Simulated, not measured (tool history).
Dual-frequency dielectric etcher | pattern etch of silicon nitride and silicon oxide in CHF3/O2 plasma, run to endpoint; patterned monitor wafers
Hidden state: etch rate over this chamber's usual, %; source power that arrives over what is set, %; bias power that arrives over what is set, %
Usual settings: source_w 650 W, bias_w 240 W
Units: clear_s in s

| run | hour | source_w | bias_w | wafers since the last listed run | hours since the last wet clean | hours since the last source power generator calibration | hours since the last bias power generator calibration | hours since the last upper electrode change | incoming incoming film thickness, nm | clear_s |
|---|---|---|---|---|---|---|---|---|---|---|
| 1 | 0.0 | 650 | 215 | 0 | 42.3 | 2492.0 | 3772.7 | 1772.2 | 172.8 | 96.6 |
| 2 | 94.5 | 650 | 215 | 812 | 136.8 | 2586.5 | 3867.2 | 1866.7 | 172.2 | 94.0 |
| 3 | 134.8 | 650 | 215 | 346 | 177.1 | 2626.8 | 3907.5 | 1907.0 | 171.1 | 94.6 |
| 4 | 183.8 | 610 | 240 | 421 | 226.1 | 2675.8 | 3956.5 | 1956.0 | 171.9 | 93.1 |
| 5 | 283.0 | 610 | 240 | 852 | 325.3 | 2775.0 | 4055.7 | 2055.2 | 170.7 | 90.9 |
| 6 | 342.3 | 650 | 240 | 509 | 384.6 | 2834.3 | 4115.0 | 2114.5 | 172.6 | 88.9 |
|  | 411.6 | wet clean of the chamber |
| 7 | 412.1 | 650 | 240 | 393 | 0.5 | 2904.1 | 4184.8 | 2184.3 | 172.1 | 92.8 |
| 8 | 475.2 | 650 | 299 | 542 | 63.6 | 2967.2 | 4247.9 | 2247.4 | 172.7 | 85.4 |
|  | 530.1 | bias power generator calibrated |
| 9 | 579.6 | 590 | 196 | 863 | 168.0 | 3071.6 | 49.5 | 2351.8 | 171.7 | 102.4 |
|  | 595.0 | source power generator calibrated |
| 10 | 675.3 | 800 | 294 | 788 | 263.7 | 80.3 | 145.2 | 2447.5 | 170.9 | 74.6 |
|  | 724.0 | upper electrode replaced |
| 11 | 767.5 | 790 | 224 | 586 | 355.9 | 172.5 | 237.4 | 43.5 | 171.9 | 82.3 |
|  | 841.8 | wet clean of the chamber |
| 12 | 859.5 | 570 | 194 | 584 | 17.7 | 264.5 | 329.4 | 135.5 | 171.0 | 107.1 |
| 13 | 952.2 | 650 | 240 | 797 | 110.4 | 357.2 | 422.1 | 228.2 | 172.4 | 92.4 |
| 14 | 994.1 | 650 | 240 | 360 | 152.3 | 399.1 | 464.0 | 270.1 | 171.8 | 91.6 |
| 15 | 1080.7 | 790 | 258 | 744 | 238.9 | 485.7 | 550.6 | 356.7 | 171.2 | 79.5 |

3 ways to go on from here, each from the tool as it stands after run 15. What would each give?
| A | 1081.2 | 650 | 190 | 4 | 239.4 | 486.2 | 551.1 | 357.2 | 171.2 | ? |
| B | 1081.2 | 730 | 286 | 4 | 239.4 | 486.2 | 551.1 | 357.2 | 171.2 | ? |
| C | 1081.2 | 500 | 240 | 4 | 239.4 | 486.2 | 551.1 | 357.2 | 171.2 | ? |

| run | clear_s |
|---|---|
| A | 97.6 |
| B | 80.3 |
| C | 104.5 |
Without the tool's hidden state the same runs would have given:
| run | clear_s |
|---|---|
| A | 100.7 |
| B | 82.9 |
| C | 107.9 |

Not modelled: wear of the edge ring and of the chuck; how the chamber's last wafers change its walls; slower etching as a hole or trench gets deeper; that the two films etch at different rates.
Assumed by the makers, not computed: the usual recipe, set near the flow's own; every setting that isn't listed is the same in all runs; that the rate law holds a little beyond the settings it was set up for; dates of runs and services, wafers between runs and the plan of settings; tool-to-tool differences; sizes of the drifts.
